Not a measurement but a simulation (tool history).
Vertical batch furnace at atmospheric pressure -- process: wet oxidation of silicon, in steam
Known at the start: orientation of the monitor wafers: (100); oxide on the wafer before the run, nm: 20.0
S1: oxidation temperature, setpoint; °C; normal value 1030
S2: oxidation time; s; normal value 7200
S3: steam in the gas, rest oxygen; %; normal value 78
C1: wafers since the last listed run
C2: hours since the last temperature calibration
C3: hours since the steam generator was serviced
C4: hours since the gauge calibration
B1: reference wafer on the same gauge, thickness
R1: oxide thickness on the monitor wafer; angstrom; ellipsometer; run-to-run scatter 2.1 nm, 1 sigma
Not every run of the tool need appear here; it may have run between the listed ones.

run 1 hour=0 | S1=1030 S2=7200 S3=78 | C1=0 C2=1660.6 C3=2603.6 C4=461.9 | B1=704.32 | R1=5773.2
run 2 hour=29.7 | S1=1030 S2=7200 S3=78 | C1=287 C2=1690.3 C3=2633.3 C4=491.6 | B1=704.22 | R1=5703.6
run 3 hour=59 | S1=1019 S2=7200 S3=70 | C1=283 C2=1719.6 C3=2662.6 C4=520.9 | B1=703.24 | R1=5041.4
run 4 hour=110 | S1=1019 S2=7200 S3=70 | C1=493 C2=1770.6 C3=2713.6 C4=571.9 | B1=704.25 | R1=5047.9
run 5 hour=128.7 | S1=1030 S2=7200 S3=78 | C1=180 C2=1789.3 C3=2732.3 C4=590.6 | B1=703.13 | R1=5725.3
run 6 hour=144.4 | S1=1030 S2=7200 S3=78 | C1=151 C2=1805 C3=2748 C4=606.3 | B1=704.94 | R1=5768.9
run 7 hour=163.2 | S1=1030 S2=7200 S3=78 | C1=181 C2=1823.8 C3=2766.8 C4=625.1 | B1=703.62 | R1=5721.8
run 8 hour=177.7 | S1=1044 S2=7200 S3=78 | C1=140 C2=1838.3 C3=2781.3 C4=639.6 | B1=704.87 | R1=6147.9
run 9 hour=196.7 | S1=1030 S2=7200 S3=78 | C1=183 C2=1857.3 C3=2800.3 C4=658.6 | B1=704.27 | R1=5715.1
run 10 hour=218.8 | S1=1030 S2=7200 S3=78 | C1=213 C2=1879.4 C3=2822.4 C4=680.7 | B1=703.31 | R1=5733.5
run 11 hour=253.7 | S1=1030 S2=7200 S3=73 | C1=337 C2=1914.3 C3=2857.3 C4=715.6 | B1=704.23 | R1=5507.2
run 12 hour=270.3 | S1=1030 S2=7200 S3=73 | C1=160 C2=1930.9 C3=2873.9 C4=732.2 | B1=703.1 | R1=5480
run 13 hour=292.8 | S1=1030 S2=7200 S3=78 | C1=217 C2=1953.4 C3=2896.4 C4=754.7 | B1=704.37 | R1=5694.5
run 14 hour=386.3 | S1=1011 S2=7200 S3=78 | C1=904 C2=2046.9 C3=2989.9 C4=848.2 | B1=705.56 | R1=5147.4
-- hour=393.7 gauge calibrated
run 15 hour=417.2 | S1=1011 S2=7200 S3=78 | C1=298 C2=2077.8 C3=3020.8 C4=23.5 | B1=703.97 | R1=5155.1
run 16 hour=437.1 | S1=1030 S2=5700 S3=78 | C1=192 C2=2097.7 C3=3040.7 C4=43.4 | B1=702.9 | R1=4965.7
run 17 hour=455.1 | S1=1030 S2=5700 S3=78 | C1=174 C2=2115.7 C3=3058.7 C4=61.4 | B1=704.32 | R1=4956.9
run 18 hour=478.4 | S1=1030 S2=7200 S3=78 | C1=225 C2=2139 C3=3082 C4=84.7 | B1=703.15 | R1=5739.5
run 19 hour=504.3 | S1=1006 S2=10080 S3=88 | C1=250 C2=2164.9 C3=3107.9 C4=110.6 | B1=705.08 | R1=6637.9
-- hour=547.4 steam generator serviced
run 20 hour=547.9 | S1=1050 S2=8730 S3=71 | C1=189 C2=2208.5 C3=0.5 C4=154.2 | B1=703.77 | R1=7065.7
run 21 hour=561.1 | S1=1053 S2=8910 S3=84 | C1=127 C2=2221.7 C3=13.7 C4=167.4 | B1=704.02 | R1=7935.2
run 22 hour=578.4 | S1=1030 S2=9990 S3=89 | C1=167 C2=2239 C3=31 C4=184.7 | B1=704.01 | R1=7955.2
run 23 hour=594.1 | S1=1047 S2=7200 S3=72 | C1=151 C2=2254.7 C3=46.7 C4=200.4 | B1=704.01 | R1=6240
run 24 hour=615.7 | S1=1030 S2=7200 S3=81 | C1=208 C2=2276.3 C3=68.3 C4=222 | B1=705.29 | R1=6199.6
run 25 hour=648.4 | S1=1030 S2=7200 S3=78 | C1=316 C2=2309 C3=101 C4=254.7 | B1=703.64 | R1=6011.8
run 26 hour=683.4 | S1=1051 S2=7200 S3=83 | C1=338 C2=2344 C3=136 C4=289.7 | B1=704.35 | R1=6902.1
-- hour=720.1 thermocouples replaced and temperature profile calibrated
run 27 hour=720.6 | S1=1030 S2=7200 S3=78 | C1=127 C2=0.5 C3=173.2 C4=326.9 | B1=702.83 | R1=5997.5
run 28 hour=739.9 | S1=1006 S2=4110 S3=82 | C1=186 C2=19.8 C3=192.5 C4=346.2 | B1=703.61 | R1=3791.9
run 29 hour=768.8 | S1=1030 S2=7200 S3=78 | C1=279 C2=48.7 C3=221.4 C4=375.1 | B1=704.58 | R1=6006.2
run 30 hour=790.5 | S1=1030 S2=7200 S3=87 | C1=209 C2=70.4 C3=243.1 C4=396.8 | B1=703.58 | R1=6418.9
run 31 hour=823.8 | S1=1042 S2=7200 S3=78 | C1=322 C2=103.7 C3=276.4 C4=430.1 | B1=704.46 | R1=6350.9
run 32 hour=854.2 | S1=1030 S2=7200 S3=78 | C1=293 C2=134.1 C3=306.8 C4=460.5 | B1=704.28 | R1=5986.3
run 33 hour=873.8 | S1=1011 S2=8190 S3=70 | C1=189 C2=153.7 C3=326.4 C4=480.1 | B1=703.33 | R1=5452.3
run 34 hour=904.4 | S1=1030 S2=7200 S3=78 | C1=295 C2=184.3 C3=357 C4=510.7 | B1=703.74 | R1=5936.5
run 35 hour=933.1 | S1=1006 S2=5520 S3=89 | C1=277 C2=213 C3=385.7 C4=539.4 | B1=704.06 | R1=4803.5
run 36 hour=960.8 | S1=1030 S2=7200 S3=78 | C1=267 C2=240.7 C3=413.4 C4=567.1 | B1=704.38 | R1=5952.7
run 37 hour=984.3 | S1=1030 S2=7200 S3=73 | C1=227 C2=264.2 C3=436.9 C4=590.6 | B1=704.25 | R1=5692.8

Below, some changes in R1 between adjacent runs. For each, the amount present without the hidden state too (settings, incoming material, random variation) and the amount remaining for the hidden state with gauge scatter not shared by both compared results:
Unlogged tool condition in this case: true tube temperature minus thermocouple reading, K; steam share off its setpoint, % of the setpoint; gauge reads high (%).
Run 17 -> 18: S2 5700 -> 7200. R1 +782.6 angstrom: hidden state -41.9, all else +824.5.
Run 18 -> 19: S1 1030 -> 1006, S2 7200 -> 10080, S3 78 -> 88. R1 +898.4 angstrom: hidden state -59.2, all else +957.6.
Run 19 -> 20: S1 1006 -> 1050, S2 10080 -> 8730, S3 88 -> 71, steam generator serviced. R1 +427.8 angstrom: hidden state +386.9, all else +40.9.
Run 22 -> 23: S1 1030 -> 1047, S2 9990 -> 7200, S3 89 -> 72. R1 -1715.2 angstrom: hidden state +1.7, all else -1716.9.
Run 27 -> 28: S1 1030 -> 1006, S2 7200 -> 4110, S3 78 -> 82. R1 -2205.6 angstrom: hidden state +16.6, all else -2222.2.
Run 28 -> 29: S1 1006 -> 1030, S2 4110 -> 7200, S3 82 -> 78. R1 +2214.3 angstrom: hidden state -29.5, all else +2243.8.
